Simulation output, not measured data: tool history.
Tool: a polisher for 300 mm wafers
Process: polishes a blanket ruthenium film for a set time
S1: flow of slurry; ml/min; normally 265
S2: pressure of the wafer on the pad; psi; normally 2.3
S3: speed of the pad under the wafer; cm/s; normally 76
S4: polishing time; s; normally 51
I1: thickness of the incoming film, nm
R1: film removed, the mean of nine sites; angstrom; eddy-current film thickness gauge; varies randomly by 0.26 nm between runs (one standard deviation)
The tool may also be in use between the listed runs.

run,hour,S1,S2,S3,S4,I1,R1
1,0.0,265,2.8,76,51,528.5,481
# hour 48.4: worn pad replaced by a new one
2,75.0,265,2.8,76,51,529.0,481
# hour 88.4: head pressure recalibrated
3,180.7,265,2.8,76,51,518.6,479
# hour 242.3: slurry nozzle cleaned
4,372.5,265,2.3,68,58,529.6,429
5,463.7,265,2.3,56,51,528.0,307
# hour 492.7: worn pad replaced by a new one
6,548.9,265,2.3,56,51,528.0,307
7,611.0,265,2.3,76,51,516.8,415
# hour 625.1: slurry nozzle cleaned
# hour 640.3: head pressure recalibrated
8,662.4,265,2.3,76,51,527.8,416
9,735.8,265,2.3,76,51,517.4,413
10,817.9,265,2.3,76,51,526.7,415
11,895.7,265,2.3,76,51,522.6,416
# hour 908.2: worn pad replaced by a new one
12,988.5,265,2.3,76,45,518.3,370
# hour 1016.0: slurry nozzle cleaned
13,1060.8,310,2.6,56,51,524.9,344
14,1136.4,330,2.3,76,65,527.1,543
15,1224.4,265,2.8,76,51,517.4,480
# hour 1273.0: worn pad replaced by a new one
# hour 1279.0: head pressure recalibrated
16,1280.1,265,2.3,76,39,517.2,318
17,1352.4,265,2.3,96,51,516.1,526
# hour 1435.3: slurry nozzle cleaned
18,1463.1,310,2.7,88,39,531.5,426
19,1529.6,265,2.1,76,56,519.5,429
20,1592.8,265,2.1,76,56,522.1,428
# hour 1679.2: worn pad replaced by a new one
21,1680.8,295,2.3,76,59,517.5,480
# hour 1773.5: slurry nozzle cleaned
# hour 1851.4: head pressure recalibrated
22,1987.9,295,2.3,76,62,513.5,513

Predict each of these 5 candidate next runs independently; none follows another, all start after run 22:
A,1988.3,265,2.3,76,51,528.0,?
B,1988.3,265,2.0,92,51,528.0,?
C,1988.3,265,2.3,76,57,528.0,?
D,1988.3,215,2.5,52,51,528.0,?
E,1988.3,310,2.0,76,51,528.0,?

run,R1
A,415
B,454
C,463
D,294
E,381
What these runs would have given with no unlogged condition in the tool:
run,R1
A,415
B,454
C,463
D,294
E,381

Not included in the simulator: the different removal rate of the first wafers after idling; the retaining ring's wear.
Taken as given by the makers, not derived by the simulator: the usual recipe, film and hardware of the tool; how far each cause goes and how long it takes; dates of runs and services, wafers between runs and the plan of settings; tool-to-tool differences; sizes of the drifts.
